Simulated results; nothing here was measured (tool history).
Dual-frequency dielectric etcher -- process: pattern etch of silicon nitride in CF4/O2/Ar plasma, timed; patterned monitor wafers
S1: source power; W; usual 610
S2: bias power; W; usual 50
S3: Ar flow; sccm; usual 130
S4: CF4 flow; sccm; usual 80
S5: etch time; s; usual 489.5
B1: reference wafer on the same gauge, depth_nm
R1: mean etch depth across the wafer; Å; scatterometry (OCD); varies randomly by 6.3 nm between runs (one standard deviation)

Run 1, hour 0: usual settings but S4 93 sccm; B1 1161.4. Result: R1 11212 Å.
Run 2, hour 70.9: usual settings but S4 93 sccm; B1 1161.7. Result: R1 11108 Å.
Run 3, hour 97.3: usual settings but S1 530 W; B1 1159.3. Result: R1 10065 Å.
Run 4, hour 141.3: usual settings but S1 530 W; B1 1161.4. Result: R1 10039 Å.
Run 5, hour 182.5: usual settings; B1 1158.4. Result: R1 11076 Å.
At hour 219.1: CF4 flow controller replaced.
Run 6, hour 224.9: usual settings; B1 1161.7. Result: R1 11173 Å.
Run 7, hour 253.7: usual settings; B1 1160.1. Result: R1 11082 Å.
At hour 295.7: wet clean of the chamber, repeated, since the last time left the tool worse.
Run 8, hour 296.2: usual settings but S2 40 W, S3 140 sccm, S4 66 sccm; B1 1159.6. Result: R1 9113 Å.
Run 9, hour 310.9: usual settings but S1 730 W, S2 54 W, S3 118 sccm, S4 95 sccm; B1 1160.9. Result: R1 12460 Å.
At hour 323: gauge calibrated.
At hour 364.5: upper electrode replaced.
Run 10, hour 369.4: usual settings but S3 99 sccm; B1 1157.9. Result: R1 10786 Å.
At hour 405.7: bias power generator calibrated.
Run 11, hour 425.8: usual settings but S2 55 W, S4 90 sccm; B1 1161. Result: R1 11038 Å.
Run 12, hour 464.2: usual settings but S1 750 W; B1 1161.1. Result: R1 11969 Å.
Run 13, hour 512.8: usual settings but S1 540 W, S4 94 sccm, S5 536 s; B1 1160.8. Result: R1 10817 Å.
Run 14, hour 576.3: usual settings but S1 750 W, S2 40 W, S4 69 sccm; B1 1161.2. Result: R1 10928 Å.
At hour 607.1: wet clean of the chamber.
Run 15, hour 633.1: usual settings but S1 750 W, S2 46 W, S3 146 sccm, S4 63 sccm; B1 1160.9. Result: R1 11054 Å.
At hour 648.3: Ar flow controller replaced.
At hour 668.7: source power generator calibrated.
Run 16, hour 672.8: usual settings; B1 1163.3. Result: R1 10525 Å.
Run 17, hour 697.7: usual settings but S1 650 W, S2 42 W, S5 415.5 s; B1 1160.7. Result: R1 8671 Å.
Run 18, hour 742: usual settings but S4 99 sccm; B1 1162.1. Result: R1 10642 Å.
Run 19, hour 776.4: usual settings but S5 392 s; B1 1162.5. Result: R1 8465 Å.
Run 20, hour 832.6: usual settings but S1 740 W, S2 38 W, S4 93 sccm, S5 601 s; B1 1159.7. Result: R1 13141 Å.
Run 21, hour 894.1: usual settings; B1 1159.9. Result: R1 10497 Å.
At hour 965.8: wet clean of the chamber.
Run 22, hour 966.3: usual settings but S1 730 W, S2 54 W, S3 118 sccm, S4 95 sccm; B1 1161.8. Result: R1 12340 Å.

A few steps of R1 between consecutive runs. Split each: what settings, incoming material and random variation would produce without the hidden state, and what is left over for the hidden state, along with gauge scatter present in only one of the two compared results (measured, and without hidden state):
Hidden state at play: etch rate over this chamber's usual, %; source power that arrives over what is set, %; bias power that arrives over what is set, %; Ar flow that arrives over what is set, %; CF4 flow that arrives over what is set, %; gauge reads high (%).
Run 7 -> 8: S2 50 -> 40, S3 130 -> 140, S4 80 -> 66, wet clean of the chamber, repeated, since the last time left the tool worse. R1 -1969 Å: hidden state -700, all else -1269.
Run 8 -> 9: S1 610 -> 730, S2 40 -> 54, S3 140 -> 118, S4 66 -> 95. R1 +3347 Å: hidden state +8, all else +3339.
Run 19 -> 20: S1 610 -> 740, S2 50 -> 38, S4 80 -> 93, S5 392 -> 601. R1 +4676 Å: hidden state +116, all else +4560.
Run 21 -> 22: S1 610 -> 730, S2 50 -> 54, S3 130 -> 118, S4 80 -> 95, wet clean of the chamber. R1 +1843 Å: hidden state -265, all else +2108.
